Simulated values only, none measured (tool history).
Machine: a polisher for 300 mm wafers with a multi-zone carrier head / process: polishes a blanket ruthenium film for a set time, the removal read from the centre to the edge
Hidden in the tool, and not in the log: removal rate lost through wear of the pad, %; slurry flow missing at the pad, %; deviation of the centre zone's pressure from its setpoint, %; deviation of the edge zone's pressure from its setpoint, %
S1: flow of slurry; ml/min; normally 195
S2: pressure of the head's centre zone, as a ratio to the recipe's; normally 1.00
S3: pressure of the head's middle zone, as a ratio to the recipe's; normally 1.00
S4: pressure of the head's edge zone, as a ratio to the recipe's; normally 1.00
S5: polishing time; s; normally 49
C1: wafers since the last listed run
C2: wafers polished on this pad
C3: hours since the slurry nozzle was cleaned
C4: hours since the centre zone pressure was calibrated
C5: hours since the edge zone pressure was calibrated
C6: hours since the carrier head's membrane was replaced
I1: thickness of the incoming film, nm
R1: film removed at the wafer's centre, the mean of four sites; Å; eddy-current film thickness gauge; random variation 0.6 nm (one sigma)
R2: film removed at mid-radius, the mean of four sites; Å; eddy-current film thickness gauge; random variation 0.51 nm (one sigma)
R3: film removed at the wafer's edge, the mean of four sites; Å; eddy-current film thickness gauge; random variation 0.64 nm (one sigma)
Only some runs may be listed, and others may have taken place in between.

Run 1, hour 0.0: usual settings but S2 1.07; C1 0; C2 7847; C3 264.0; C4 252.3; C5 21.8; C6 1004.3; I1 271.4. Result: R1 644 Å, R2 597 Å, R3 612 Å.
Run 2, hour 106.6: usual settings but S1 230 ml/min, S2 0.93, S4 1.10; C1 1567; C2 9414; C3 370.6; C4 358.9; C5 128.4; C6 1110.9; I1 272.4. Result: R1 593 Å, R2 622 Å, R3 659 Å.
Run 3, hour 197.1: usual settings but S3 1.06; C1 1330; C2 10745; C3 461.1; C4 449.4; C5 218.9; C6 1201.4; I1 266.6. Result: R1 626 Å, R2 621 Å, R3 611 Å.
At hour 208.7: worn pad replaced by a new one.
Run 4, hour 271.7: usual settings but S3 0.97; C1 1037; C2 926; C3 535.7; C4 524.0; C5 293.5; C6 1276.0; I1 267.6. Result: R1 614 Å, R2 600 Å, R3 609 Å.
Run 5, hour 336.4: usual settings but S1 235 ml/min, S4 1.08; C1 951; C2 1877; C3 600.4; C4 588.7; C5 358.2; C6 1340.7; I1 276.0. Result: R1 637 Å, R2 620 Å, R3 648 Å.
Run 6, hour 415.3: usual settings but S1 140 ml/min, S2 1.05, S3 1.10; C1 1159; C2 3037; C3 679.3; C4 667.6; C5 437.1; C6 1419.6; I1 270.5. Result: R1 587 Å, R2 598 Å, R3 586 Å.
Run 7, hour 466.7: usual settings; C1 755; C2 3793; C3 730.7; C4 719.0; C5 488.5; C6 1471.0; I1 269.1. Result: R1 608 Å, R2 601 Å, R3 630 Å.
Run 8, hour 515.5: usual settings; C1 717; C2 4510; C3 779.5; C4 767.8; C5 537.3; C6 1519.8; I1 273.2. Result: R1 615 Å, R2 608 Å, R3 609 Å.
At hour 543.4: slurry nozzle cleaned.
Run 9, hour 556.3: usual settings; C1 585; C2 5095; C3 12.9; C4 808.6; C5 578.1; C6 1560.6; I1 270.3. Result: R1 614 Å, R2 606 Å, R3 616 Å.
At hour 783.2: centre zone pressure recalibrated.
Run 10, hour 808.9: usual settings; C1 3684; C2 8780; C3 265.5; C4 25.7; C5 830.7; C6 1813.2; I1 269.2. Result: R1 609 Å, R2 605 Å, R3 611 Å.
At hour 1022.0: worn pad replaced by a new one.
At hour 1026.3: carrier head's membrane replaced by a new one.
Run 11, hour 1053.8: usual settings but S3 1.05, S4 0.88; C1 3479; C2 404; C3 510.4; C4 270.6; C5 1075.6; C6 27.5; I1 268.6. Result: R1 613 Å, R2 623 Å, R3 581 Å.
Run 12, hour 1150.9: usual settings but S1 155 ml/min, S3 1.11; C1 1427; C2 1832; C3 607.5; C4 367.7; C5 1172.7; C6 124.6; I1 270.9. Result: R1 584 Å, R2 621 Å, R3 593 Å.
At hour 1227.0: edge zone pressure recalibrated.
Run 13, hour 1236.8: usual settings but S1 130 ml/min, S4 0.94; C1 1233; C2 3065; C3 693.4; C4 453.6; C5 9.8; C6 210.5; I1 270.0. Result: R1 555 Å, R2 552 Å, R3 554 Å.
Run 14, hour 1319.3: usual settings but S4 1.05; C1 1212; C2 4278; C3 775.9; C4 536.1; C5 92.3; C6 293.0; I1 275.2. Result: R1 616 Å, R2 612 Å, R3 629 Å.
Run 15, hour 1396.4: usual settings but S1 160 ml/min; C1 1133; C2 5412; C3 853.0; C4 613.2; C5 169.4; C6 370.1; I1 270.3. Result: R1 592 Å, R2 586 Å, R3 610 Å.
At hour 1404.5: slurry nozzle cleaned.
Run 16, hour 1460.1: usual settings but S2 1.04, S3 1.12, S5 35 s; C1 921; C2 6334; C3 55.6; C4 676.9; C5 233.1; C6 433.8; I1 275.6. Result: R1 453 Å, R2 462 Å, R3 430 Å.
Run 17, hour 1508.8: usual settings but S4 1.09, S5 65 s; C1 715; C2 7050; C3 104.3; C4 725.6; C5 281.8; C6 482.5; I1 271.1. Result: R1 804 Å, R2 798 Å, R3 839 Å.
Run 18, hour 1575.9: usual settings but S1 225 ml/min, S3 0.96, S5 65 s; C1 986; C2 8036; C3 171.4; C4 792.7; C5 348.9; C6 549.6; I1 271.3. Result: R1 833 Å, R2 789 Å, R3 820 Å.
Run 19, hour 1635.1: usual settings but S2 0.96, S3 1.08, S4 1.08, S5 43 s; C1 870; C2 8906; C3 230.6; C4 851.9; C5 408.1; C6 608.8; I1 268.1. Result: R1 511 Å, R2 546 Å, R3 553 Å.
Run 20, hour 1740.4: usual settings but S3 0.92, S5 37 s; C1 1548; C2 10455; C3 335.9; C4 957.2; C5 513.4; C6 714.1; I1 266.4. Result: R1 458 Å, R2 439 Å, R3 463 Å.
Run 21, hour 1799.5: usual settings; C1 868; C2 11324; C3 395.0; C4 1016.3; C5 572.5; C6 773.2; I1 267.6. Result: R1 604 Å, R2 601 Å, R3 624 Å.

For run 22, what comes out?
At hour 1832.4: centre zone pressure recalibrated.
At hour 1851.5: worn pad replaced by a new one.
Run 22, hour 1884.1: usual settings but S4 0.93; C1 1155; C2 478; C3 479.6; C4 51.7; C5 657.1; C6 857.8; I1 276.1. Result: R1 ?, R2 ?, R3 ?.

{"run 22": {"R1": 608, "R2": 602, "R3": 594}}
Take away the tool's hidden state, keep the run-to-run variation as it was, and the same run would have given R1 608 Å, R2 602 Å, R3 594 Å.
